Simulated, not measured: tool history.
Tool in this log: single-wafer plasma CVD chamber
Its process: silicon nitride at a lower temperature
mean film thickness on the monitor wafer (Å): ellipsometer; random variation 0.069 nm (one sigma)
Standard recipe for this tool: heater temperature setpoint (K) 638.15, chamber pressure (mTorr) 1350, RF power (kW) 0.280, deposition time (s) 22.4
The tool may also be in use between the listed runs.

run    hour  heater temperature setpoint (K)  chamber pressure (mTorr)  RF power (kW)  deposition time (s)  wafers since the last listed run  hours since the last thermocouple change  hours since the last RF generator calibration  hours since the last manometer calibration  hours since the showerhead was replaced  hours since the gauge calibration  read-back reference wafer on the same gauge, thickness_nm  mean film thickness on the monitor wafer (Å)
  1     0.0                           638.15                      1350          0.280                 22.4                                 0                                    1182.0                                          565.3                                      1637.8                                   1836.6                             1524.1                                                     28.100                                        251.22
  2    56.6                           638.15                      1350          0.280                 24.5                               845                                    1238.6                                          621.9                                      1694.4                                   1893.2                             1580.7                                                     28.128                                        273.89
  3   114.3                           642.15                      1350          0.280                 22.4                               861                                    1296.3                                          679.6                                      1752.1                                   1950.9                             1638.4                                                     28.118                                        250.70
  4   151.7                           642.15                      1350          0.280                 22.4                               558                                    1333.7                                          717.0                                      1789.5                                   1988.3                             1675.8                                                     28.091                                        250.43
  5   194.7                           638.15                      1350          0.245                 22.4                               642                                    1376.7                                          760.0                                      1832.5                                   2031.3                             1718.8                                                     28.130                                        231.09
      217.5  -- capacitance manometer re-zeroed and calibrated
  6   297.0                           638.15                      1350          0.280                 22.4                              1408                                    1479.0                                          862.3                                        79.5                                   2133.6                             1821.1                                                     28.118                                        245.48
  7   351.4                           638.15                      1350          0.280                 22.4                               812                                    1533.4                                          916.7                                       133.9                                   2188.0                             1875.5                                                     28.144                                        246.01
      391.8  -- RF generator calibrated
  8   413.6                           638.15                      1350          0.280                 22.4                               809                                    1595.6                                           21.8                                       196.1                                   2250.2                             1937.7                                                     28.104                                        247.86
  9   489.6                           647.15                      1100          0.305                 19.2                              1134                                    1671.6                                           97.8                                       272.1                                   2326.2                             2013.7                                                     28.111                                        208.96
      562.3  -- showerhead replaced
 10   562.8                           647.15                      1150          0.230                 23.5                               973                                    1744.8                                          171.0                                       345.3                                      0.5                             2086.9                                                     28.084                                        215.10
 11   629.5                           638.15                      1140          0.280                 24.4                               996                                    1811.5                                          237.7                                       412.0                                     67.2                             2153.6                                                     28.103                                        255.65
 12   704.3                           638.15                      1350          0.280                 22.4                              1117                                    1886.3                                          312.5                                       486.8                                    142.0                             2228.4                                                     28.119                                        247.89
      754.7  -- thermocouple changed; heater temperature recalibrated
 13   755.2                           638.15                      1150          0.235                 22.4                               640                                       0.5                                          363.4                                       537.7                                    192.9                             2279.3                                                     28.131                                        210.80
      789.9  -- gauge calibrated
 14   814.6                           651.15                      1650          0.295                 23.6                               887                                      59.9                                          422.8                                       597.1                                    252.3                               24.7                                                     28.107                                        283.70
 15   868.8                           638.15                      1350          0.255                 22.4                               809                                     114.1                                          477.0                                       651.3                                    306.5                               78.9                                                     28.115                                        233.36
 16   970.3                           631.15                      1650          0.280                 24.7                              1515                                     215.6                                          578.5                                       752.8                                    408.0                              180.4                                                     28.112                                        292.01
 17  1007.3                           638.15                      1350          0.280                 18.3                               552                                     252.6                                          615.5                                       789.8                                    445.0                              217.4                                                     28.103                                        202.66
 18  1107.2                           638.15                      1130          0.280                 25.4                              1491                                     352.5                                          715.4                                       889.7                                    544.9                              317.3                                                     28.068                                        268.67
     1292.6  -- RF generator calibrated
 19  1297.8                           638.15                      1450          0.280                 25.9                              2726                                     543.1                                            5.2                                      1080.3                                    735.5                              507.9                                                     28.107                                        294.47
 20  1337.9                           638.15                      1090          0.280                 21.0                               598                                     583.2                                           45.3                                      1120.4                                    775.6                              548.0                                                     28.112                                        219.69
 21  1402.4                           638.15                      1140          0.255                 22.4                               963                                     647.7                                          109.8                                      1184.9                                    840.1                              612.5                                                     28.064                                        223.43
 22  1452.7                           638.15                      1350          0.280                 22.4                               751                                     698.0                                          160.1                                      1235.2                                    890.4                              662.8                                                     28.069                                        250.05
 23  1527.0                           631.15                      1200          0.240                 18.3                              1109                                     772.3                                          234.4                                      1309.5                                    964.7                              737.1                                                     28.076                                        179.26
 24  1625.4                           624.15                      1350          0.280                 22.4                              1469                                     870.7                                          332.8                                      1407.9                                   1063.1                              835.5                                                     28.128                                        251.82
 25  1682.3                           638.15                      1470          0.280                 26.4                               849                                     927.6                                          389.7                                      1464.8                                   1120.0                              892.4                                                     28.070                                        303.32
 26  1751.9                           638.15                      1200          0.280                 26.4                              1039                                     997.2                                          459.3                                      1534.4                                   1189.6                              962.0                                                     28.118                                        285.35
 27  1811.7                           638.15                      1520          0.230                 18.5                               893                                    1057.0                                          519.1                                      1594.2                                   1249.4                             1021.8                                                     28.118                                        189.98
 28  1889.6                           638.15                      1550          0.280                 22.4                              1163                                    1134.9                                          597.0                                      1672.1                                   1327.3                             1099.7                                                     28.102                                        262.08

What if the next run were any one of these 4? Each begins from the tool's condition after run 28:
  A  1890.0                           645.15                      1350          0.280                 22.4                                 5                                    1135.3                                          597.4                                      1672.5                                   1327.7                             1100.1                                                          ?                                             ?
  B  1890.0                           638.15                      1350          0.300                 26.5                                 5                                    1135.3                                          597.4                                      1672.5                                   1327.7                             1100.1                                                          ?                                             ?
  C  1890.0                           638.15                      1350          0.245                 24.2                                 5                                    1135.3                                          597.4                                      1672.5                                   1327.7                             1100.1                                                          ?                                             ?
  D  1890.0                           624.15                      1140          0.225                 18.7                                 5                                    1135.3                                          597.4                                      1672.5                                   1327.7                             1100.1                                                          ?                                             ?

run  read-back reference wafer on the same gauge, thickness_nm  mean film thickness on the monitor wafer (Å)
  A                                                     28.114                                        251.67
  B                                                     28.114                                        311.91
  C                                                     28.114                                        250.08
  D                                                     28.114                                        174.90
What these runs would have given with no unlogged condition in the tool:
run  mean film thickness on the monitor wafer (Å)
  A                                        245.89
  B                                        304.74
  C                                        244.33
  D                                        170.72

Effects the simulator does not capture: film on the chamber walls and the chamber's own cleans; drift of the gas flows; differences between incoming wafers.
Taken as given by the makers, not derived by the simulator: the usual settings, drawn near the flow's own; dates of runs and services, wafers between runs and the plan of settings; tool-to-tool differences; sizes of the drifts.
